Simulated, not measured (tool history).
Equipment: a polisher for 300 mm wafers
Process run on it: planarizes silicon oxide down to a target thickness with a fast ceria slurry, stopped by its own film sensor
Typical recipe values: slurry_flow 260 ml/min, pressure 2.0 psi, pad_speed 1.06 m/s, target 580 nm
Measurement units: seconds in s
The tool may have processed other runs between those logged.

run	hour	slurry_flow	pressure	pad_speed	target	incoming thickness of the incoming film, nm	seconds
1	0.0	260	2.0	1.06	682	1147.8	39.8
2	13.7	200	1.6	1.06	580	1132.8	61.4
3	21.9	260	2.0	1.36	690	1128.3	31.8
# hour 32.4: worn pad replaced by a new one
4	32.9	260	2.0	1.36	690	1143.3	31.3
5	44.7	260	2.3	1.06	631	1139.5	40.6
6	60.1	260	2.0	1.20	580	1130.2	46.3
# hour 72.5: worn pad replaced by a new one, of another model than before
7	76.4	260	2.0	1.06	580	1151.0	51.2
8	87.4	235	1.6	1.18	511	1147.7	66.0
9	97.8	180	1.5	1.42	419	1128.6	74.5
# hour 109.1: slurry nozzle cleaned
10	113.2	260	2.0	1.06	580	1123.0	54.7
# hour 119.1: worn pad replaced by a new one
11	128.6	260	2.0	1.06	580	1123.3	49.3
# hour 138.3: head pressure recalibrated
# hour 156.2: worn pad replaced by a new one
12	172.4	260	2.0	1.06	580	1138.5	49.4
13	182.8	190	2.2	0.96	580	1148.2	54.2
# hour 195.5: worn pad replaced by a new one
14	196.0	190	2.0	0.82	580	1134.2	60.1
15	202.5	260	2.2	1.20	580	1145.1	41.1

3 ways to go on from here, each from the tool as it stands after run 15. What would each give?
A	202.9	260	2.5	1.06	580	1159.6	?
B	202.9	335	1.4	1.06	580	1159.6	?
C	202.9	285	2.0	1.06	580	1159.6	?

run	seconds
A	41.1
B	72.6
C	51.2
With no hidden state in the tool, these same runs would have given:
run	seconds
A	40.2
B	71.0
C	50.0
